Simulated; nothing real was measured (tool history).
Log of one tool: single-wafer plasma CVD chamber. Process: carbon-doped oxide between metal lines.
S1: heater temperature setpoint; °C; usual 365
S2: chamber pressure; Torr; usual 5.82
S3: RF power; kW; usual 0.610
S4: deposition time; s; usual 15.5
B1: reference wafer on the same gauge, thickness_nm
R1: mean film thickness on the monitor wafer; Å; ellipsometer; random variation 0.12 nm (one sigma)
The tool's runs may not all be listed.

run	hour	S1	S2	S3	S4	B1	R1
1	0.0	365	5.82	0.610	15.5	64.286	727.57
2	16.5	365	5.82	0.610	15.5	64.336	727.94
3	29.9	355	5.82	0.610	15.5	64.304	748.08
4	42.5	355	5.82	0.610	15.5	64.283	748.86
5	50.5	365	6.67	0.610	15.5	64.300	737.94
# hour 65.2: capacitance manometer re-zeroed and calibrated
# hour 80.4: thermocouple changed; heater temperature recalibrated
6	80.9	365	6.67	0.610	15.5	64.341	738.72
7	84.2	365	6.67	0.610	15.5	64.315	736.76
# hour 86.6: gauge calibrated
8	92.3	376	7.09	0.710	13.5	64.314	702.97
# hour 108.9: showerhead replaced
# hour 132.8: RF generator calibrated
9	133.3	374	7.13	0.520	14.2	64.296	628.52
10	136.7	365	5.82	0.610	15.5	64.282	772.97
11	153.3	365	5.82	0.610	14.6	64.307	729.33
12	169.5	375	5.82	0.650	14.2	64.344	723.71
13	181.7	365	5.82	0.690	15.5	64.338	842.49
14	189.1	375	6.69	0.645	15.5	64.266	795.23
15	200.9	372	6.36	0.505	12.7	64.278	547.24

Forecast each of these 3 alternatives for the next run:
A	201.3	365	5.82	0.610	15.5	?	?
B	201.3	365	5.82	0.610	16.7	?	?
C	201.3	372	7.27	0.610	18.2	?	?

run	B1	R1
A	64.304	771.12
B	64.304	829.75
C	64.304	906.05
Without the tool's hidden state the same runs would have given:
run	R1
A	775.08
B	834.02
C	910.70
